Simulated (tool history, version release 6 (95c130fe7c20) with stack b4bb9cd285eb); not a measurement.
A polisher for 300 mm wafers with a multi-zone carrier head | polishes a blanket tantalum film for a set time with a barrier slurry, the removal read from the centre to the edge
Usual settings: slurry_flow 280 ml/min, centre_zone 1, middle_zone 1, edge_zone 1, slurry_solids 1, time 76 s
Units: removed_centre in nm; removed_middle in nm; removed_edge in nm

| run | hour | slurry_flow | centre_zone | middle_zone | edge_zone | slurry_solids | time | incoming thickness of the incoming film, nm | removed_centre | removed_middle | removed_edge |
|---|---|---|---|---|---|---|---|---|---|---|---|
| 1 | 0 | 280 | 1 | 0.97 | 1 | 1 | 76 | 423.3 | 96.8 | 89.1 | 97 |
| 2 | 15.5 | 280 | 1 | 1 | 1 | 1 | 76 | 422.1 | 95 | 92.7 | 96 |
| 3 | 24.1 | 280 | 1 | 1 | 1 | 1 | 76 | 429.3 | 95.8 | 91.6 | 95.1 |
| 4 | 30.1 | 280 | 1 | 1 | 1 | 1 | 76 | 432.8 | 95.7 | 91.5 | 97.8 |
| 5 | 42.5 | 280 | 1 | 1 | 1 | 1 | 76 | 432.9 | 95.7 | 91.9 | 95.8 |
| 6 | 58.8 | 280 | 1 | 1 | 1 | 1 | 76 | 431.5 | 97.3 | 91 | 95.2 |
| 7 | 65.8 | 280 | 1 | 1 | 1 | 1 | 76 | 430.9 | 95.4 | 94.4 | 96.5 |
|  | 96.5 | centre zone pressure recalibrated |
| 8 | 99.8 | 280 | 1 | 1 | 1 | 1 | 76 | 434.6 | 94.8 | 91.7 | 96.3 |
|  | 106.6 | carrier head's membrane replaced by a new one |
| 9 | 107.6 | 280 | 1 | 1 | 1 | 1 | 76 | 426.9 | 92.7 | 88.7 | 97.3 |
| 10 | 125.4 | 280 | 1 | 1 | 1 | 0.75 | 76 | 428.7 | 82.5 | 80.9 | 84.5 |
| 11 | 141 | 280 | 1 | 1 | 1 | 0.7 | 76 | 431.6 | 81.3 | 77.2 | 83.2 |
| 12 | 151 | 280 | 0.97 | 0.94 | 1.1 | 1 | 76 | 436.3 | 92.9 | 86.2 | 101 |
|  | 155.8 | worn pad replaced by a new one |
|  | 163.3 | slurry nozzle cleaned |
|  | 163.6 | edge zone pressure recalibrated |
| 13 | 164.1 | 280 | 1 | 0.97 | 1 | 1 | 76 | 435.4 | 103.1 | 95.7 | 102.2 |
| 14 | 175.8 | 280 | 0.9 | 1 | 1.1 | 1 | 76 | 427.5 | 93.4 | 98 | 106.2 |
| 15 | 191.5 | 320 | 1 | 0.9 | 0.96 | 1.15 | 76 | 427.1 | 108.2 | 94.8 | 106.7 |
| 16 | 205.5 | 335 | 1.03 | 1 | 1.11 | 0.75 | 76 | 431.1 | 93.3 | 87.9 | 95.8 |
| 17 | 215.3 | 320 | 1.09 | 1 | 1 | 1 | 76 | 438.1 | 110.1 | 100.8 | 102 |
| 18 | 224.3 | 280 | 1.06 | 1 | 1 | 1 | 76 | 435.1 | 107.3 | 95.1 | 101 |
| 19 | 248.1 | 280 | 1 | 1 | 1 | 1 | 76 | 431.2 | 100.1 | 95.9 | 99.4 |
| 20 | 261.2 | 190 | 1.04 | 0.94 | 1 | 1 | 76 | 428 | 96.9 | 82.7 | 95.7 |
| 21 | 275.9 | 280 | 1 | 1 | 0.93 | 1 | 87 | 421.7 | 115.8 | 111.6 | 109.8 |
| 22 | 289.1 | 280 | 1 | 1 | 0.95 | 1 | 93 | 428 | 121.7 | 115.5 | 120.3 |

4 ways to go on from here, each from the tool as it stands after run 22. What would each give?
| A | 289.5 | 280 | 1 | 1 | 0.92 | 1 | 76 | 430.8 | ? | ? | ? |
| B | 289.5 | 370 | 1 | 0.93 | 0.97 | 0.85 | 76 | 430.8 | ? | ? | ? |
| C | 289.5 | 355 | 1.06 | 1 | 1 | 1 | 76 | 430.8 | ? | ? | ? |
| D | 289.5 | 200 | 1 | 1 | 1 | 1 | 61 | 430.8 | ? | ? | ? |

| run | removed_centre | removed_middle | removed_edge |
|---|---|---|---|
| A | 97.4 | 94.6 | 96.2 |
| B | 95.3 | 86.7 | 95.3 |
| C | 107.1 | 97.7 | 102.6 |
| D | 72.6 | 71 | 76.5 |
Without the tool's hidden state the same runs would have given:
| run | removed_centre | removed_middle | removed_edge |
|---|---|---|---|
| A | 102.1 | 98.7 | 99.3 |
| B | 98.6 | 89.5 | 97.6 |
| C | 111.1 | 101 | 105.2 |
| D | 77.7 | 75.5 | 80 |

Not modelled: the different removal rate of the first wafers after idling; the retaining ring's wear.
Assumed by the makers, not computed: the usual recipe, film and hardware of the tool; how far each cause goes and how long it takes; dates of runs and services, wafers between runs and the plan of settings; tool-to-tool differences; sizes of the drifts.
